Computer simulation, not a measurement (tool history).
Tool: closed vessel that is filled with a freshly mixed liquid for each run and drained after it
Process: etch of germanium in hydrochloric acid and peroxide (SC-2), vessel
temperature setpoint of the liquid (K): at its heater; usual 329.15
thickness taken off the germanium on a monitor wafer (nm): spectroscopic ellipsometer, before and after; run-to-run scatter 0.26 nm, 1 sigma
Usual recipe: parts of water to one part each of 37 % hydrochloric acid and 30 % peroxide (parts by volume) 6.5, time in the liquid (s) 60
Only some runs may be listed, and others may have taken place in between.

run    hour  temperature setpoint of the liquid (K)  parts of water to one part each of 37 % hydrochloric acid and 30 % peroxide (parts by volume)  time in the liquid (s)  read-back film thickness of the germanium reference wafer, read on the same gauge (nm)  thickness taken off the germanium on a monitor wafer (nm)
  1       0                                  329.15                                                                                            6.5                      60                                                                                   50.04                                                     130.36
  2    48.9                                  329.15                                                                                            6.5                      60                                                                                      50                                                     129.99
  3   138.6                                  329.15                                                                                            6.5                      60                                                                                   49.98                                                     130.54
      295.8  -- chemicals flow meter replaced
  4   400.6                                  322.65                                                                                            6.5                      60                                                                                   49.97                                                     106.25
  5   437.1                                  322.65                                                                                            6.5                      60                                                                                   49.98                                                     106.09
  6   520.9                                  322.15                                                                                            6.5                      60                                                                                   50.01                                                     104.56
  7   562.8                                  322.15                                                                                            6.5                      60                                                                                   49.98                                                      104.9
  8   613.6                                  329.15                                                                                            6.5                      60                                                                                      50                                                     129.48
      677.6  -- thermometer replaced
  9   717.2                                  329.15                                                                                            6.5                      60                                                                                   49.98                                                     127.86
 10   803.8                                  334.65                                                                                            6.5                      60                                                                                   50.01                                                     150.27
      868.7  -- chemicals flow meter replaced
 11   903.2                                  334.65                                                                                            6.5                      60                                                                                      50                                                     150.61
      936.8  -- new drum of peroxide connected
     1052.6  -- gauge calibrated
 12  1061.1                                  324.65                                                                                            8.5                      60                                                                                   49.96                                                     109.74
 13  1119.1                                  329.15                                                                                            6.5                      85                                                                                   49.96                                                     182.89
 14  1206.3                                  329.15                                                                                            6.5                      60                                                                                   49.95                                                     128.51
 15  1301.8                                  329.15                                                                                              8                      30                                                                                   49.98                                                      63.58
 16  1387.9                                  329.15                                                                                            6.5                      30                                                                                   49.98                                                      64.25
 17  1461.3                                  334.15                                                                                            4.5                      60                                                                                   49.99                                                        152
       1469  -- chemicals flow meter replaced
 18  1524.6                                  333.15                                                                                            6.5                      30                                                                                   49.95                                                      72.86
 19  1617.7                                  335.65                                                                                            6.5                      60                                                                                   50.01                                                     157.13

What does the tool deliver on the next run?
 20  1692.6                                  333.65                                                                                            6.5                      60                                                                                       ?                                                          ?

{"run 20": {"read-back film thickness of the germanium reference wafer, read on the same gauge (nm)": 49.99, "thickness taken off the germanium on a monitor wafer (nm)": 147.77}}
Take away the tool's hidden state, keep the run-to-run variation as it was, and the same run would have given thickness taken off the germanium on a monitor wafer (nm) 147.39.
